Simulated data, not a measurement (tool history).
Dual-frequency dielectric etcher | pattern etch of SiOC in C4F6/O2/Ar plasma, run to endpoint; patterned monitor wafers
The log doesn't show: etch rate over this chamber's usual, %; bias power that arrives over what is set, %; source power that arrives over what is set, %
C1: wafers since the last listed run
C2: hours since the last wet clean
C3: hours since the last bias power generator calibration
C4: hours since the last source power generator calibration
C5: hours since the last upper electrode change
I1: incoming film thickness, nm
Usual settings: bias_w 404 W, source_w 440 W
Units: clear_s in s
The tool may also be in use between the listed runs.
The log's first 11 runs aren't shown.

Run 12, hour 665.8: usual settings; C1 589; C2 352.9; C3 2046.5; C4 2510.9; C5 3407.4; I1 42.32. Result: clear_s 16 s.
Run 13, hour 740.5: usual settings; C1 1207; C2 427.6; C3 2121.2; C4 2585.6; C5 3482.1; I1 42.11. Result: clear_s 16.1 s.
Run 14, hour 815.7: usual settings but bias_w 486 W, source_w 410 W; C1 1215; C2 502.8; C3 2196.4; C4 2660.8; C5 3557.3; I1 42.07. Result: clear_s 15.8 s.
Run 15, hour 879.8: usual settings but bias_w 447 W, source_w 540 W; C1 1036; C2 566.9; C3 2260.5; C4 2724.9; C5 3621.4; I1 42.32. Result: clear_s 14 s.
At hour 953.3: wet clean of the chamber.
Run 16, hour 967.4: usual settings but source_w 360 W; C1 1027; C2 14.1; C3 2348.1; C4 2812.5; C5 3709; I1 41.6. Result: clear_s 18 s.
Run 17, hour 1056.3: usual settings but bias_w 429 W, source_w 390 W; C1 1436; C2 103; C3 2437; C4 2901.4; C5 3797.9; I1 42.3. Result: clear_s 17.2 s.
Run 18, hour 1155.5: usual settings but bias_w 315 W, source_w 390 W; C1 1603; C2 202.2; C3 2536.2; C4 3000.6; C5 3897.1; I1 42.04. Result: clear_s 18.4 s.
At hour 1230.1: upper electrode replaced.
Run 19, hour 1230.6: usual settings but bias_w 355 W, source_w 490 W; C1 825; C2 277.3; C3 2611.3; C4 3075.7; C5 0.5; I1 42.08. Result: clear_s 15.8 s.
At hour 1251.3: source power generator calibrated.
At hour 1316.5: bias power generator calibrated.
Run 20, hour 1335.6: usual settings; C1 1567; C2 382.3; C3 19.1; C4 84.3; C5 105.5; I1 41.98. Result: clear_s 15.7 s.
Run 21, hour 1429.7: usual settings but bias_w 485 W; C1 1520; C2 476.4; C3 113.2; C4 178.4; C5 199.6; I1 42.11. Result: clear_s 15 s.
At hour 1495.4: wet clean of the chamber.
Run 22, hour 1495.9: usual settings but bias_w 312 W, source_w 370 W; C1 682; C2 0.5; C3 179.4; C4 244.6; C5 265.8; I1 41.91. Result: clear_s 18.9 s.
Run 23, hour 1575.5: usual settings but bias_w 329 W, source_w 340 W; C1 1286; C2 80.1; C3 259; C4 324.2; C5 345.4; I1 41.94. Result: clear_s 19.6 s.
Run 24, hour 1612.1: usual settings but source_w 470 W; C1 591; C2 116.7; C3 295.6; C4 360.8; C5 382; I1 41.85. Result: clear_s 15.1 s.
Run 25, hour 1698.6: usual settings but bias_w 456 W, source_w 370 W; C1 1398; C2 203.2; C3 382.1; C4 447.3; C5 468.5; I1 41.79. Result: clear_s 17 s.
Run 26, hour 1759.8: usual settings; C1 989; C2 264.4; C3 443.3; C4 508.5; C5 529.7; I1 42.41. Result: clear_s 15.8 s.
Run 27, hour 1799.9: usual settings; C1 648; C2 304.5; C3 483.4; C4 548.6; C5 569.8; I1 41.87. Result: clear_s 15.8 s.
Run 28, hour 1868: usual settings but bias_w 463 W, source_w 400 W; C1 1100; C2 372.6; C3 551.5; C4 616.7; C5 637.9; I1 41.83. Result: clear_s 15.8 s.
At hour 2001.1: wet clean of the chamber.
Run 29, hour 2045.4: usual settings but bias_w 377 W, source_w 350 W; C1 2479; C2 44.3; C3 728.9; C4 794.1; C5 815.3; I1 41.71. Result: clear_s 18.7 s.
Run 30, hour 2109.1: usual settings; C1 1029; C2 108; C3 792.6; C4 857.8; C5 879; I1 42.03. Result: clear_s 15.9 s.
Run 31, hour 2197.2: usual settings but bias_w 479 W, source_w 480 W; C1 1423; C2 196.1; C3 880.7; C4 945.9; C5 967.1; I1 42.17. Result: clear_s 14.3 s.
Run 32, hour 2276: usual settings but bias_w 469 W, source_w 360 W; C1 1273; C2 274.9; C3 959.5; C4 1024.7; C5 1045.9; I1 42.11. Result: clear_s 17.4 s.
Run 33, hour 2336.2: usual settings; C1 973; C2 335.1; C3 1019.7; C4 1084.9; C5 1106.1; I1 41.7. Result: clear_s 15.5 s.
Run 34, hour 2384.7: usual settings; C1 783; C2 383.6; C3 1068.2; C4 1133.4; C5 1154.6; I1 41.84. Result: clear_s 15.8 s.

Forecast each of these 5 alternatives for the next run:
Run A, hour 2385.1: usual settings but source_w 350 W; C1 6; C2 384; C3 1068.6; C4 1133.8; C5 1155; I1 42.4. Result: clear_s ?.
Run B, hour 2385.1: usual settings but bias_w 366 W; C1 6; C2 384; C3 1068.6; C4 1133.8; C5 1155; I1 42.4. Result: clear_s ?.
Run C, hour 2385.1: usual settings but bias_w 366 W, source_w 470 W; C1 6; C2 384; C3 1068.6; C4 1133.8; C5 1155; I1 42.4. Result: clear_s ?.
Run D, hour 2385.1: usual settings but bias_w 318 W, source_w 340 W; C1 6; C2 384; C3 1068.6; C4 1133.8; C5 1155; I1 42.4. Result: clear_s ?.
Run E, hour 2385.1: usual settings but bias_w 321 W; C1 6; C2 384; C3 1068.6; C4 1133.8; C5 1155; I1 42.4. Result: clear_s ?.

run  clear_s
  A     18.5
  B     16.4
  C     15.8
  D     20.2
  E       17
Without the tool's hidden state the same runs would have given:
run  clear_s
  A     18.5
  B     16.4
  C     15.8
  D     20.2
  E       17

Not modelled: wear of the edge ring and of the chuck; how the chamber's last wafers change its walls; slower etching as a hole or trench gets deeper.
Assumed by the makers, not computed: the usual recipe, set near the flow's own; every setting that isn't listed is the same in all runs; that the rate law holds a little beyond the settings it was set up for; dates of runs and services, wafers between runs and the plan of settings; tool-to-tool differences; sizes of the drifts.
